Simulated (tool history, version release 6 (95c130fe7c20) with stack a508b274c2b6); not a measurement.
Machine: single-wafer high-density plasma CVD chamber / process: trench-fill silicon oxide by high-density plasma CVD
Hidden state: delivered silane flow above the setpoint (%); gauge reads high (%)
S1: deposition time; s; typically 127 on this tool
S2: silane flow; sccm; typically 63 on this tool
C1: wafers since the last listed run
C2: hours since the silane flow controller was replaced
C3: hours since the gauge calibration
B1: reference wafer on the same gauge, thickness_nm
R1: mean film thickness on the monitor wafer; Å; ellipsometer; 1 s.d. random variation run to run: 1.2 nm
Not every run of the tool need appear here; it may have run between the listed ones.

run    day   S1  S2   C1      C2     C3       B1       R1
  1  0.000  127  63    0  2223.7   42.8  924.433  8146.12
  2  0.700  127  63  216  2240.5   59.6  925.348  8155.18
  3  1.012  127  63   96  2248.0   67.1  925.656  8177.70
  4  1.721  127  63  219  2265.0   84.1  926.243  8186.00
  5  2.100  127  63  117  2274.1   93.2  926.252  8164.72
  6  2.838  137  55  228  2291.8  110.9  927.416  8144.30
  7  3.408  137  55  176  2305.5  124.6  927.837  8154.40
  8  3.692  127  63   87  2312.3  131.4  927.890  8190.01
  9  4.412  111  70  223  2329.6  148.7  928.560  7656.97
     4.996  -- silane flow controller replaced
 10  5.017  102  63   83     0.5  163.2  928.990  6601.22
 11  5.321  112  74   94     7.8  170.5  929.515  8015.22
 12  5.946  150  60  193    22.8  185.5  929.880  9412.26
     6.054  -- gauge calibrated
 13  6.242  127  68   91    29.9    4.5  924.354  8567.94
 14  6.738  127  63  153    41.8   16.4  924.548  8148.35
 15  7.317  152  63  179    55.7   30.3  925.284  9787.06
 16  7.800  127  63  149    67.3   41.9  925.359  8161.46

Alternative continuations, all from the tool just after run 16; predict every row:
  A  7.817  127  63   5  67.7  42.3   ?   ?
  B  7.817  149  70   5  67.7  42.3   ?   ?
  C  7.817  127  59   5  67.7  42.3   ?   ?

run       B1        R1
  A  925.359   8145.13
  B  925.359  10209.91
  C  925.359   7826.68
With the hidden condition removed and each run's random variation left untouched, the same runs would have given:
run        R1
  A   8123.36
  B  10182.62
  C   7805.77
